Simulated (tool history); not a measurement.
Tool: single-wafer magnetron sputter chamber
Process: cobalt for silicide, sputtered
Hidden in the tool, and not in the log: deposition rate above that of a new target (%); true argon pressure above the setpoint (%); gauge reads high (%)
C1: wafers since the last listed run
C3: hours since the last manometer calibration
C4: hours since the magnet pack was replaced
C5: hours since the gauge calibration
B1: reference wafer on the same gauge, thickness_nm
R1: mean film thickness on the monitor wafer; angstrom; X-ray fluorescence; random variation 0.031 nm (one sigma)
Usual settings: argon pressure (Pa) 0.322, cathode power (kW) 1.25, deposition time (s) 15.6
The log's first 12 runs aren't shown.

Run 13, hour 1013.9: usual settings but argon pressure (Pa) 0.361, deposition time (s) 13.9; C1 1547; wafers on the sputter target 6165; C3 1611.8; C4 12690.4; C5 1089; B1 11.058. Result: R1 80.62 angstrom.
Run 14, hour 1115.6: usual settings but argon pressure (Pa) 0.361, deposition time (s) 13.9; C1 1807; wafers on the sputter target 7972; C3 1713.5; C4 12792.1; C5 1190.7; B1 11.052. Result: R1 80.42 angstrom.
At hour 1154.3: sputter target and shields replaced.
Run 15, hour 1183.5: usual settings but argon pressure (Pa) 0.361, deposition time (s) 13.9; C1 1064; wafers on the sputter target 518; C3 1781.4; C4 12860; C5 1258.6; B1 11.052. Result: R1 81.36 angstrom.
At hour 1363.3: gauge calibrated.
Run 16, hour 1427.6: usual settings but argon pressure (Pa) 0.398, cathode power (kW) 1.55, deposition time (s) 18.6; C1 4338; wafers on the sputter target 4857; C3 2025.5; C4 13104.1; C5 64.3; B1 11.047. Result: R1 131.99 angstrom.
Run 17, hour 1471.6: usual settings but argon pressure (Pa) 0.418, cathode power (kW) 1.05, deposition time (s) 13.3; C1 781; wafers on the sputter target 5638; C3 2069.5; C4 13148.1; C5 108.3; B1 11.053. Result: R1 62.94 angstrom.
Run 18, hour 1514.3: usual settings but argon pressure (Pa) 0.418, cathode power (kW) 1.05, deposition time (s) 13.3; C1 758; wafers on the sputter target 6397; C3 2112.2; C4 13190.8; C5 151; B1 11.051. Result: R1 62.74 angstrom.
At hour 1589.1: magnet pack replaced.
Run 19, hour 1600.9: usual settings but cathode power (kW) 1.3, deposition time (s) 16.5; C1 1396; wafers on the sputter target 7794; C3 2198.8; C4 11.8; C5 237.6; B1 11.045. Result: R1 100.22 angstrom.
At hour 1648: sputter target and shields replaced.
At hour 1662.7: capacitance manometer re-zeroed and calibrated.
Run 20, hour 1678.3: usual settings but argon pressure (Pa) 0.248, cathode power (kW) 1.05, deposition time (s) 18.6; C1 1091; wafers on the sputter target 396; C3 15.6; C4 89.2; C5 315; B1 11.044. Result: R1 97.14 angstrom.
Run 21, hour 1751.3: usual settings but argon pressure (Pa) 0.366, cathode power (kW) 1.55, deposition time (s) 14.8; C1 1297; wafers on the sputter target 1693; C3 88.6; C4 162.2; C5 388; B1 11.05. Result: R1 108.29 angstrom.
Run 22, hour 1803.4: usual settings but argon pressure (Pa) 0.282; C1 925; wafers on the sputter target 2619; C3 140.7; C4 214.3; C5 440.1; B1 11.052. Result: R1 95.28 angstrom.
Run 23, hour 1901.4: usual settings but deposition time (s) 17.2; C1 1741; wafers on the sputter target 4361; C3 238.7; C4 312.3; C5 538.1; B1 11.036. Result: R1 103.29 angstrom.
Run 24, hour 1977.3: usual settings; C1 1348; wafers on the sputter target 5710; C3 314.6; C4 388.2; C5 614; B1 11.041. Result: R1 92.77 angstrom.
At hour 2057.2: sputter target and shields replaced.
Run 25, hour 2065.5: usual settings; C1 1425; wafers on the sputter target 147; C3 402.8; C4 476.4; C5 702.2; B1 11.05. Result: R1 94.96 angstrom.
Run 26, hour 2117.5: usual settings but cathode power (kW) 1.15; C1 924; wafers on the sputter target 1071; C3 454.8; C4 528.4; C5 754.2; B1 11.046. Result: R1 86.37 angstrom.
Run 27, hour 2154.9: usual settings but argon pressure (Pa) 0.448, cathode power (kW) 1.55; C1 664; wafers on the sputter target 1736; C3 492.2; C4 565.8; C5 791.6; B1 11.053. Result: R1 111.09 angstrom.
Run 28, hour 2196.5: usual settings but cathode power (kW) 1.4, deposition time (s) 13.7; C1 739; wafers on the sputter target 2475; C3 533.8; C4 607.4; C5 833.2; B1 11.054. Result: R1 92.72 angstrom.
Run 29, hour 2234.2: usual settings but argon pressure (Pa) 0.406, cathode power (kW) 1.15, deposition time (s) 14.4; C1 670; wafers on the sputter target 3145; C3 571.5; C4 645.1; C5 870.9; B1 11.046. Result: R1 77.32 angstrom.
Run 30, hour 2281.6: usual settings but cathode power (kW) 1.55, deposition time (s) 17.2; C1 842; wafers on the sputter target 3987; C3 618.9; C4 692.5; C5 918.3; B1 11.055. Result: R1 127.6 angstrom.

5 ways to go on from here, each from the tool as it stands after run 30. What would each give?
Run A, hour 2282: usual settings but deposition time (s) 14.2; C1 7; wafers on the sputter target 3995; C3 619.3; C4 692.9; C5 918.7; B1 ?. Result: R1 ?.
Run B, hour 2282: usual settings but argon pressure (Pa) 0.422, cathode power (kW) 1.35; C1 7; wafers on the sputter target 3995; C3 619.3; C4 692.9; C5 918.7; B1 ?. Result: R1 ?.
Run C, hour 2282: usual settings but argon pressure (Pa) 0.285, cathode power (kW) 1.55, deposition time (s) 14.1; C1 7; wafers on the sputter target 3995; C3 619.3; C4 692.9; C5 918.7; B1 ?. Result: R1 ?.
Run D, hour 2282: usual settings but cathode power (kW) 1.5, deposition time (s) 13.1; C1 7; wafers on the sputter target 3995; C3 619.3; C4 692.9; C5 918.7; B1 ?. Result: R1 ?.
Run E, hour 2282: usual settings but argon pressure (Pa) 0.445, cathode power (kW) 0.95; C1 7; wafers on the sputter target 3995; C3 619.3; C4 692.9; C5 918.7; B1 ?. Result: R1 ?.

run      B1      R1
  A  11.053   84.66
  B  11.053   97.03
  C  11.053  105.59
  D  11.053   93.72
  E  11.053   67.74
Without the tool's hidden state the same runs would have given:
run      R1
  A   86.32
  B   99.07
  C  107.61
  D   95.56
  E   69.19
